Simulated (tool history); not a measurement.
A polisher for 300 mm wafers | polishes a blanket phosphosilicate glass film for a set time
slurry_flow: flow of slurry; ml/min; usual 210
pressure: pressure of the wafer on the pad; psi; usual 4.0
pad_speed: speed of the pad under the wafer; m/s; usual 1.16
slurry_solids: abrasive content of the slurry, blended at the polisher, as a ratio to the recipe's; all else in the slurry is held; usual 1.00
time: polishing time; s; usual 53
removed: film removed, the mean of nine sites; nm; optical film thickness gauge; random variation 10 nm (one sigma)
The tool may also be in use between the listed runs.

run	hour	slurry_flow	pressure	pad_speed	slurry_solids	time	incoming thickness of the incoming film, nm	removed
1	0.0	210	4.0	1.16	1.00	53	2916.9	572.1
2	76.8	235	4.0	1.16	1.00	53	2882.1	622.1
3	171.5	210	4.0	1.16	1.00	53	2825.5	678.5
4	253.0	210	4.0	1.16	1.00	53	2852.8	619.7
5	353.5	210	4.0	1.16	1.00	53	2831.7	627.8
6	409.7	210	4.0	1.16	1.00	53	2887.1	579.0
7	500.3	210	3.2	1.16	1.00	53	2874.9	467.3
8	561.0	210	3.2	1.16	1.00	53	2843.3	489.5
9	618.9	210	3.1	1.16	1.00	53	2913.1	483.3
10	675.0	210	4.0	1.16	1.00	53	2881.2	574.3
11	760.3	210	4.0	0.96	1.15	53	2837.0	548.1
12	834.3	175	4.0	0.98	0.90	53	2848.5	532.1
13	876.6	275	4.0	1.16	1.00	53	2841.3	661.5
14	923.6	210	4.0	1.16	1.00	53	2910.0	593.3
15	1018.8	230	2.8	1.16	1.15	47	2874.4	429.6
16	1103.0	210	4.7	1.16	0.90	69	2818.6	866.7

Taken out of this log: 16 entries between the listed runs. Where each belongs, and how the hidden state differs across it:
Between runs 1 and 2: slurry blender recalibrated (hour 58.3)
  abrasive missing from the slurry, %: 12 -> 1.01; time polished since the conditioner stopped cutting, s: 247 -> 259
  measured less the result without the state, removed: -149.5 -> -130.8 nm
Between runs 2 and 3: worn pad replaced by a new one (hour 83.1); conditioning disc replaced and pad reconditioned (hour 162.2)
  abrasive missing from the slurry, %: 1.01 -> 6.13; time polished since the conditioner stopped cutting, s: 259 -> 50.2
  measured less the result without the state, removed: -130.8 -> -48.0 nm
Between runs 4 and 5: slurry blender recalibrated (hour 279.0); worn pad replaced by a new one (hour 283.3); head pressure recalibrated (hour 290.4)
  abrasive missing from the slurry, %: 16.4 -> 3.93; time polished since the conditioner stopped cutting, s: 142 -> 213
  measured less the result without the state, removed: -126.3 -> -119.8 nm
Between runs 7 and 8: slurry nozzle cleaned (hour 523.9); worn pad replaced by a new one (hour 526.0); slurry blender recalibrated (hour 530.3)
  abrasive missing from the slurry, %: 21.7 -> 1; time polished since the conditioner stopped cutting, s: 269 -> 282
  measured less the result without the state, removed: -141.3 -> -92.4 nm
Between runs 10 and 11: slurry blender recalibrated (hour 736.8)
  abrasive missing from the slurry, %: 9.2 -> 5.53; time polished since the conditioner stopped cutting, s: 298 -> 305
  measured less the result without the state, removed: -162.0 -> -125.7 nm
Between runs 11 and 12: conditioning disc replaced and pad reconditioned (hour 764.7); worn pad replaced by a new one (hour 769.4); head pressure recalibrated (hour 803.8)
  abrasive missing from the slurry, %: 5.53 -> 9.21; time polished since the conditioner stopped cutting, s: 305 -> 94.9
  measured less the result without the state, removed: -125.7 -> -60.9 nm
Between runs 14 and 15: slurry blender recalibrated (hour 982.6); worn pad replaced by a new one (hour 995.1)
  abrasive missing from the slurry, %: 19.6 -> 1.75; time polished since the conditioner stopped cutting, s: 167 -> 215
  measured less the result without the state, removed: -145.8 -> -58.2 nm
Between runs 15 and 16: slurry nozzle cleaned (hour 1042.2)
  abrasive missing from the slurry, %: 1.75 -> 7.16; time polished since the conditioner stopped cutting, s: 215 -> 242
  measured less the result without the state, removed: -58.2 -> -225.6 nm
